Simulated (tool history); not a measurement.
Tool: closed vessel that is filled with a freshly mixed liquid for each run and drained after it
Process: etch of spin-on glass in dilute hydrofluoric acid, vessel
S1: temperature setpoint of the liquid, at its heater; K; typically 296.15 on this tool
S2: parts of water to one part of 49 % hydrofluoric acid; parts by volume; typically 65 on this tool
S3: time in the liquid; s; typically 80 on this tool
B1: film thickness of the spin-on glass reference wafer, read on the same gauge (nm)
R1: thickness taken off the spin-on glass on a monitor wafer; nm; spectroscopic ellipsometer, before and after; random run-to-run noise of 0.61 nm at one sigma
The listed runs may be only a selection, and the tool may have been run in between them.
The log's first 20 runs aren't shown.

{"run": 21, "hour": 1359.6, "S1": 292.15, "S2": 90, "S3": 115, "B1": 50.03, "R1": 50.81}
{"hour": 1393.8, "done": "thermometer replaced"}
{"run": 22, "hour": 1400.0, "S1": 296.15, "S2": 85, "S3": 100, "B1": 50.0, "R1": 54.71}
{"run": 23, "hour": 1425.1, "S1": 299.15, "S2": 65, "S3": 80, "B1": 49.97, "R1": 65.72}
{"run": 24, "hour": 1471.8, "S1": 296.15, "S2": 65, "S3": 80, "B1": 49.98, "R1": 57.41}
{"run": 25, "hour": 1522.0, "S1": 292.65, "S2": 35, "S3": 110, "B1": 50.0, "R1": 131.7}
{"hour": 1542.8, "done": "gauge calibrated"}
{"run": 26, "hour": 1567.2, "S1": 296.15, "S2": 65, "S3": 80, "B1": 50.02, "R1": 55.63}
{"run": 27, "hour": 1603.5, "S1": 296.15, "S2": 75, "S3": 40, "B1": 50.06, "R1": 23.73}
{"run": 28, "hour": 1628.2, "S1": 292.15, "S2": 85, "S3": 80, "B1": 49.99, "R1": 35.16}
{"run": 29, "hour": 1693.9, "S1": 296.15, "S2": 40, "S3": 40, "B1": 49.94, "R1": 45.86}
{"hour": 1706.2, "done": "hydrofluoric acid flow meter replaced"}
{"run": 30, "hour": 1801.6, "S1": 296.15, "S2": 40, "S3": 55, "B1": 49.97, "R1": 66.98}
{"run": 31, "hour": 1850.1, "S1": 293.65, "S2": 85, "S3": 125, "B1": 49.98, "R1": 61.9}
{"run": 32, "hour": 1902.0, "S1": 297.65, "S2": 50, "S3": 105, "B1": 50.0, "R1": 108.15}
{"run": 33, "hour": 1931.6, "S1": 296.15, "S2": 65, "S3": 80, "B1": 49.96, "R1": 57.76}

Consider 4 possible next runs. They are alternatives, not a sequence: every one starts from the tool as it was left by run 33. What does each give?
{"run": "A", "hour": 1932.3, "S1": 296.15, "S2": 65, "S3": 80, "B1": "?", "R1": "?"}
{"run": "B", "hour": 1932.3, "S1": 291.65, "S2": 50, "S3": 80, "B1": "?", "R1": "?"}
{"run": "C", "hour": 1932.3, "S1": 293.65, "S2": 40, "S3": 50, "B1": "?", "R1": "?"}
{"run": "D", "hour": 1932.3, "S1": 294.65, "S2": 65, "S3": 130, "B1": "?", "R1": "?"}

run=A B1=50.00 R1=57.17
run=B B1=50.00 R1=62.75
run=C B1=50.00 R1=54.08
run=D B1=50.00 R1=87.34
Take away the tool's hidden state, keep each run's random variation, and the runs would have read:
run=A R1=61.27
run=B R1=67.15
run=C R1=57.83
run=D R1=93.59
